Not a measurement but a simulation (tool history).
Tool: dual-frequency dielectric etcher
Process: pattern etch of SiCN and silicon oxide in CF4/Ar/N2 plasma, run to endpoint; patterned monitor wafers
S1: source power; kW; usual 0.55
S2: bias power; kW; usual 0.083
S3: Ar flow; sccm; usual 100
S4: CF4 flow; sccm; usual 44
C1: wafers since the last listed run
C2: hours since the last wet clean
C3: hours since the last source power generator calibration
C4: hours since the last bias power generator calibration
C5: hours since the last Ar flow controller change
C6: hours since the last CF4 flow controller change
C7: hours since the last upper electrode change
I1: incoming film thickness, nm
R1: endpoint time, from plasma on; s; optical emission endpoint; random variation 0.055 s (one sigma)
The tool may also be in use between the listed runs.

run	hour	S1	S2	S3	S4	C1	C2	C3	C4	C5	C6	C7	I1	R1
1	0	0.55	0.083	82	41	0	412.6	3167.3	2800.5	2923.8	3617.2	2791.9	16.63	17.1
2	11.1	0.55	0.074	100	47	219	423.7	3178.4	2811.6	2934.9	3628.3	2803	16.55	17.6
3	25.9	0.55	0.074	100	47	292	438.5	3193.2	2826.4	2949.7	3643.1	2817.8	16.5	17.5
# hour 61.8: upper electrode replaced
4	65.1	0.55	0.083	100	44	300	477.7	3232.4	2865.6	2988.9	3682.3	3.3	16.7	17.4
# hour 83.8: CF4 flow controller replaced
5	84.3	0.55	0.083	100	44	260	496.9	3251.6	2884.8	3008.1	0.5	22.5	16.46	17.2
6	94.5	0.55	0.083	100	44	201	507.1	3261.8	2895	3018.3	10.7	32.7	16.64	17.4
# hour 128.3: wet clean of the chamber
# hour 128.9: Ar flow controller replaced
7	129.4	0.55	0.083	100	44	204	1.1	3296.7	2929.9	0.5	45.6	67.6	16.67	17
8	129.7	0.55	0.069	100	44	5	1.4	3297	2930.2	0.8	45.9	67.9	16.49	17.8
9	131.4	0.55	0.069	100	44	33	3.1	3298.7	2931.9	2.5	47.6	69.6	16.71	18.1
10	145.2	0.55	0.083	100	44	272	16.9	3312.5	2945.7	16.3	61.4	83.4	16.42	16.7
11	153.6	0.55	0.063	100	54	165	25.3	3320.9	2954.1	24.7	69.8	91.8	16.71	18
12	168.2	0.48	0.083	100	52	288	39.9	3335.5	2968.7	39.3	84.4	106.4	16.68	19.3
13	174.7	0.47	0.065	123	37	128	46.4	3342	2975.2	45.8	90.9	112.9	16.56	23
# hour 181.8: source power generator calibrated
# hour 182.7: bias power generator calibrated
14	183.7	0.55	0.083	106	44	81	55.4	1.9	1	54.8	99.9	121.9	16.69	17.2
15	193.7	0.47	0.065	123	37	197	65.4	11.9	11	64.8	109.9	131.9	16.51	22.9
16	201.3	0.41	0.099	100	44	150	73	19.5	18.6	72.4	117.5	139.5	16.6	22.6
17	215.9	0.45	0.083	115	38	288	87.6	34.1	33.2	87	132.1	154.1	16.73	22.4
18	265.5	0.55	0.083	100	44	980	137.2	83.7	82.8	136.6	181.7	203.7	16.64	17.1
19	276.5	0.55	0.066	100	40	217	148.2	94.7	93.8	147.6	192.7	214.7	16.45	18.3
20	284	0.55	0.083	100	44	148	155.7	102.2	101.3	155.1	200.2	222.2	16.75	17.3
21	292.7	0.55	0.083	100	44	171	164.4	110.9	110	163.8	208.9	230.9	16.52	16.9
22	299.2	0.49	0.083	120	44	128	170.9	117.4	116.5	170.3	215.4	237.4	16.44	19.7
23	307.2	0.55	0.083	100	39	158	178.9	125.4	124.5	178.3	223.4	245.4	16.7	17.5
24	318.7	0.55	0.066	124	44	227	190.4	136.9	136	189.8	234.9	256.9	16.59	18.8
25	331	0.68	0.07	90	48	243	202.7	149.2	148.3	202.1	247.2	269.2	16.68	14

Forecast each of these 3 alternatives for the next run:
A	331.4	0.55	0.083	100	44	7	203.1	149.6	148.7	202.5	247.6	269.6	16.56	?
B	331.4	0.63	0.083	100	41	7	203.1	149.6	148.7	202.5	247.6	269.6	16.56	?
C	331.4	0.65	0.083	125	50	7	203.1	149.6	148.7	202.5	247.6	269.6	16.56	?

run	R1
A	17.1
B	14.9
C	14.3
Without the tool's hidden state the same runs would have given:
run	R1
A	17
B	14.8
C	14.2
